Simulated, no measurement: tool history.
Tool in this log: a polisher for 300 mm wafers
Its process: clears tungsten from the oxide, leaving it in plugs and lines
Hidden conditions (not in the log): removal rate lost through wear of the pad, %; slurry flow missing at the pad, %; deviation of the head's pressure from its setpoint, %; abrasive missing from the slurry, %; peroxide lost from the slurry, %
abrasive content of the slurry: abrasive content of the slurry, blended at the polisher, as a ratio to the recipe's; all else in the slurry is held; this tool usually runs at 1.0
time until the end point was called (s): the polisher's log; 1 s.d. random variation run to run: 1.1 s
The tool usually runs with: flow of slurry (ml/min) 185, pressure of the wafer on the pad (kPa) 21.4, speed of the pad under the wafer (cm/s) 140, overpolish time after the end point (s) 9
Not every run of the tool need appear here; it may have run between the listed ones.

run,hour,flow of slurry (ml/min),pressure of the wafer on the pad (kPa),speed of the pad under the wafer (cm/s),abrasive content of the slurry,overpolish time after the end point (s),wafers since the last listed run,wafers polished on this pad,hours since the slurry nozzle was cleaned,hours since the head pressure was calibrated,hours since the slurry blender was calibrated,hours since the slurry got fresh peroxide,"incoming thickness of the incoming film, nm",time until the end point was called (s)
1,0.0,185,21.4,140,1.0,9,0,1012,294.3,178.7,116.6,118.2,335.5,60.8
2,16.7,185,21.4,140,1.0,8,101,1113,311.0,195.4,133.3,134.9,334.2,59.9
# hour 36.1: worn pad replaced by a new one
3,47.4,185,21.4,140,1.0,8,161,68,341.7,226.1,164.0,165.6,334.0,57.8
# hour 75.9: slurry tank refilled with fresh slurry and peroxide
4,140.9,185,21.4,140,1.0,8,559,627,435.2,319.6,257.5,65.0,326.9,56.4
5,176.3,185,21.4,140,1.0,7,214,841,470.6,355.0,292.9,100.4,327.3,58.0
6,190.6,185,21.4,140,1.0,7,86,928,484.9,369.3,307.2,114.7,326.9,59.5
# hour 233.6: slurry blender recalibrated
# hour 245.6: slurry tank refilled with fresh slurry and peroxide
# hour 283.2: worn pad replaced by a new one
7,283.7,185,21.4,140,1.0,9,520,3,578.0,462.4,50.1,38.1,328.1,55.5
8,298.3,185,21.4,140,1.0,9,88,91,592.6,477.0,64.7,52.7,329.3,54.7
9,313.5,185,21.4,140,1.0,9,91,183,607.8,492.2,79.9,67.9,324.6,56.1
10,348.0,185,21.4,140,0.8,9,208,392,642.3,526.7,114.4,102.4,328.0,58.2
# hour 359.8: slurry nozzle cleaned
11,369.4,185,17.2,140,1.0,9,123,515,9.6,548.1,135.8,123.8,334.6,66.8
12,395.6,185,17.2,140,1.0,9,158,673,35.8,574.3,162.0,150.0,330.7,66.1
13,426.5,185,24.8,186,0.8,9,186,860,66.7,605.2,192.9,180.9,334.9,44.1
# hour 439.2: slurry tank refilled with fresh slurry and peroxide
14,451.3,185,21.4,140,1.0,5,143,1004,91.5,630.0,217.7,12.1,329.1,61.7
15,479.8,185,21.4,118,0.7,9,172,1177,120.0,658.5,246.2,40.6,330.6,79.0
16,500.6,150,21.4,140,0.9,5,125,1302,140.8,679.3,267.0,61.4,328.4,66.5
# hour 509.6: worn pad replaced by a new one
17,523.0,150,21.4,102,1.3,13,111,81,163.2,701.7,289.4,83.8,331.1,76.2
# hour 536.0: head pressure recalibrated
18,543.4,185,21.4,182,1.0,12,111,192,183.6,7.4,309.8,104.2,323.9,41.6
19,560.6,185,21.4,140,1.0,9,104,296,200.8,24.6,327.0,121.4,322.9,55.9
20,573.2,185,21.4,140,1.0,9,76,372,213.4,37.2,339.6,134.0,326.6,56.6
21,606.4,185,15.2,140,1.0,9,200,573,246.6,70.4,372.8,167.2,328.1,70.7
# hour 609.6: slurry tank refilled with fresh slurry and peroxide
# hour 619.3: slurry blender recalibrated
22,640.8,240,21.4,140,1.0,9,189,763,281.0,104.8,21.5,31.2,329.6,55.9

Run 23 is up next; what results do you expect?
23,674.7,185,21.4,140,1.0,12,205,968,314.9,138.7,55.4,65.1,333.5,?

{"run 23": {"time until the end point was called (s)": 59.4}}
Take away the tool's hidden state, keep the run-to-run variation as it was, and the same run would have given time until the end point was called (s) 53.5.

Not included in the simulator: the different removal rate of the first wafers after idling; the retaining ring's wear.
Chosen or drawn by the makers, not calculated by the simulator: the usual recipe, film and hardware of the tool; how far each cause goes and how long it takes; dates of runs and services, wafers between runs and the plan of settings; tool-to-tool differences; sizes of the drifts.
